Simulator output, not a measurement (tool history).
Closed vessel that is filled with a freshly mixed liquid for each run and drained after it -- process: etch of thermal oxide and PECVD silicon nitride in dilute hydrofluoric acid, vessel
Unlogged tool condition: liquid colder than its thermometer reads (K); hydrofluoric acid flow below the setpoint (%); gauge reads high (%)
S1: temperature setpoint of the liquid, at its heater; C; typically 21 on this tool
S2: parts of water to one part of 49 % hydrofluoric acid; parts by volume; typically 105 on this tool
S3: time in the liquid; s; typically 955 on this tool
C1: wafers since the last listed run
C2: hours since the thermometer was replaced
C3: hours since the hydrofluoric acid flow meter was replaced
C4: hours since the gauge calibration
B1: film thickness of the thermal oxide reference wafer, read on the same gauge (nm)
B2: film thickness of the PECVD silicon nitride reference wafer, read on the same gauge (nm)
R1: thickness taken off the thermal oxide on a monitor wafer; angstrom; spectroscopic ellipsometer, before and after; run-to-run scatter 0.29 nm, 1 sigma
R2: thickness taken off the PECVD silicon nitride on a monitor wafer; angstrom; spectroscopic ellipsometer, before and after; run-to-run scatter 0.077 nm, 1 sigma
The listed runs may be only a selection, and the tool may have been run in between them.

| run | hour | S1 | S2 | S3 | C1 | C2 | C3 | C4 | B1 | B2 | R1 | R2 |
|---|---|---|---|---|---|---|---|---|---|---|---|---|
| 1 | 0 | 18 | 105 | 1205 | 0 | 741.2 | 1750.8 | 562.6 | 50.01 | 99.99 | 364.3 | 129.8 |
| 2 | 40.6 | 21 | 105 | 955 | 2554 | 781.8 | 1791.4 | 603.2 | 50 | 99.96 | 324.3 | 125.9 |
| 3 | 69.2 | 21 | 105 | 955 | 1799 | 810.4 | 1820 | 631.8 | 50.04 | 100.01 | 324.9 | 126.6 |
| 4 | 136.6 | 23 | 105 | 955 | 4240 | 877.8 | 1887.4 | 699.2 | 49.97 | 99.98 | 353.1 | 144.5 |
| 5 | 182.5 | 21 | 105 | 955 | 2888 | 923.7 | 1933.3 | 745.1 | 50.03 | 99.99 | 319.7 | 124.9 |
|  | 244.4 | hydrofluoric acid flow meter replaced |
| 6 | 249.3 | 21 | 105 | 955 | 4140 | 990.5 | 4.9 | 811.9 | 50.02 | 100.03 | 299.8 | 116.2 |
| 7 | 307.4 | 21 | 80 | 955 | 3655 | 1048.6 | 63 | 870 | 49.97 | 100.02 | 397 | 151.7 |
| 8 | 355.8 | 21 | 80 | 955 | 3045 | 1097 | 111.4 | 918.4 | 50.01 | 99.98 | 400.3 | 151.5 |
| 9 | 396.8 | 21 | 105 | 955 | 2579 | 1138 | 152.4 | 959.4 | 50.03 | 99.98 | 297.7 | 116 |
| 10 | 443.3 | 23.5 | 130 | 690 | 2925 | 1184.5 | 198.9 | 1005.9 | 50.01 | 99.98 | 184.3 | 79.6 |
| 11 | 471.8 | 21 | 145 | 955 | 1793 | 1213 | 227.4 | 1034.4 | 50.05 | 99.99 | 203 | 84.5 |
|  | 489.3 | thermometer replaced |
|  | 498.7 | hydrofluoric acid flow meter replaced, repeated, since the last time left the tool worse |
| 12 | 512.5 | 21 | 105 | 955 | 2435 | 23.2 | 13.8 | 1075.1 | 49.98 | 100 | 354.9 | 135.7 |
| 13 | 546.4 | 21 | 105 | 955 | 2132 | 57.1 | 47.7 | 1109 | 50 | 99.98 | 356.2 | 136.2 |
| 14 | 571 | 18 | 105 | 1205 | 1547 | 81.7 | 72.3 | 1133.6 | 50 | 100.01 | 395.5 | 139.8 |
| 15 | 634.4 | 21 | 105 | 1255 | 3989 | 145.1 | 135.7 | 1197 | 49.98 | 99.98 | 470.6 | 178.5 |
| 16 | 678.4 | 21 | 105 | 440 | 2768 | 189.1 | 179.7 | 1241 | 50 | 99.98 | 161.6 | 62.6 |
| 17 | 704.3 | 19 | 60 | 955 | 1629 | 215 | 205.6 | 1266.9 | 50.01 | 100.03 | 597.4 | 202.1 |

Forecast run 18:
|  | 719.3 | gauge calibrated |
| 18 | 773.8 | 19.5 | 105 | 955 | 4372 | 284.5 | 275.1 | 54.5 | ? | ? | ? | ? |

{"run 18": {"B1": 50.02, "B2": 100, "R1": 330.7, "R2": 121.4}}
On a tool with no hidden condition, and with the same random variation, this run would have come out at R1 336 angstrom, R2 123.1 angstrom.
